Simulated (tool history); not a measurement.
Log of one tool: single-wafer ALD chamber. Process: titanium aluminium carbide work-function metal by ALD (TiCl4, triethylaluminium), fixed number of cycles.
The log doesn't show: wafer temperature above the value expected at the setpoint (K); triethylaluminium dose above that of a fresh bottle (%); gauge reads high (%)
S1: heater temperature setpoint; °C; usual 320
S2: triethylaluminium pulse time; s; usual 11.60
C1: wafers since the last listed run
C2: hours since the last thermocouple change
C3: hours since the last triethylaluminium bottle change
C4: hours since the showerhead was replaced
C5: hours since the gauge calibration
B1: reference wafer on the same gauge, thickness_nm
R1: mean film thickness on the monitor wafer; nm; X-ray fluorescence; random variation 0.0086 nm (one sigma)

| run | hour | S1 | S2 | C1 | C2 | C3 | C4 | C5 | B1 | R1 |
|---|---|---|---|---|---|---|---|---|---|---|
| 1 | 0.0 | 320 | 11.60 | 0 | 2415.5 | 1258.0 | 7050.4 | 595.5 | 2.731 | 2.375 |
| 2 | 31.1 | 320 | 8.63 | 408 | 2446.6 | 1289.1 | 7081.5 | 626.6 | 2.732 | 2.301 |
| 3 | 50.3 | 320 | 11.60 | 251 | 2465.8 | 1308.3 | 7100.7 | 645.8 | 2.729 | 2.383 |
| 4 | 77.2 | 320 | 11.60 | 353 | 2492.7 | 1335.2 | 7127.6 | 672.7 | 2.727 | 2.370 |
| 5 | 93.8 | 320 | 11.60 | 217 | 2509.3 | 1351.8 | 7144.2 | 689.3 | 2.726 | 2.386 |
| 6 | 115.7 | 320 | 11.60 | 287 | 2531.2 | 1373.7 | 7166.1 | 711.2 | 2.730 | 2.372 |
| 7 | 135.8 | 320 | 11.60 | 263 | 2551.3 | 1393.8 | 7186.2 | 731.3 | 2.727 | 2.375 |
| 8 | 154.7 | 320 | 11.60 | 248 | 2570.2 | 1412.7 | 7205.1 | 750.2 | 2.729 | 2.365 |
| 9 | 171.9 | 326 | 14.12 | 225 | 2587.4 | 1429.9 | 7222.3 | 767.4 | 2.734 | 2.466 |
| 10 | 186.9 | 326 | 14.12 | 196 | 2602.4 | 1444.9 | 7237.3 | 782.4 | 2.724 | 2.456 |
|  | 205.0 | gauge calibrated |
|  | 218.2 | showerhead replaced |
| 11 | 253.5 | 326 | 14.12 | 769 | 2669.0 | 1511.5 | 35.3 | 48.5 | 2.733 | 2.467 |
| 12 | 265.6 | 310 | 13.21 | 158 | 2681.1 | 1523.6 | 47.4 | 60.6 | 2.735 | 2.290 |
| 13 | 284.9 | 310 | 13.21 | 253 | 2700.4 | 1542.9 | 66.7 | 79.9 | 2.731 | 2.301 |
| 14 | 303.4 | 320 | 11.60 | 242 | 2718.9 | 1561.4 | 85.2 | 98.4 | 2.731 | 2.370 |
| 15 | 328.5 | 320 | 11.60 | 329 | 2744.0 | 1586.5 | 110.3 | 123.5 | 2.731 | 2.370 |
| 16 | 342.7 | 314 | 8.43 | 186 | 2758.2 | 1600.7 | 124.5 | 137.7 | 2.727 | 2.213 |
| 17 | 365.0 | 328 | 11.60 | 292 | 2780.5 | 1623.0 | 146.8 | 160.0 | 2.730 | 2.447 |
| 18 | 388.8 | 320 | 11.60 | 312 | 2804.3 | 1646.8 | 170.6 | 183.8 | 2.733 | 2.365 |
| 19 | 424.5 | 308 | 8.69 | 468 | 2840.0 | 1682.5 | 206.3 | 219.5 | 2.727 | 2.174 |
| 20 | 450.6 | 310 | 13.21 | 342 | 2866.1 | 1708.6 | 232.4 | 245.6 | 2.730 | 2.307 |
|  | 475.1 | thermocouple changed; heater temperature recalibrated |
| 21 | 475.6 | 320 | 11.60 | 223 | 0.5 | 1733.6 | 257.4 | 270.6 | 2.725 | 2.362 |
| 22 | 482.4 | 315 | 11.60 | 89 | 7.3 | 1740.4 | 264.2 | 277.4 | 2.731 | 2.323 |
|  | 493.6 | triethylaluminium bottle replaced |
| 23 | 508.3 | 308 | 8.52 | 234 | 33.2 | 14.7 | 290.1 | 303.3 | 2.731 | 2.174 |
| 24 | 523.0 | 335 | 15.22 | 192 | 47.9 | 29.4 | 304.8 | 318.0 | 2.731 | 2.577 |

The next listed run, before its measurement:
| 25 | 556.4 | 331 | 8.63 | 438 | 81.3 | 62.8 | 338.2 | 351.4 | ? | ? |

{"run 25": {"B1": 2.731, "R1": 2.388}}
Without the tool's hidden state the same run would have given R1 2.388 nm.

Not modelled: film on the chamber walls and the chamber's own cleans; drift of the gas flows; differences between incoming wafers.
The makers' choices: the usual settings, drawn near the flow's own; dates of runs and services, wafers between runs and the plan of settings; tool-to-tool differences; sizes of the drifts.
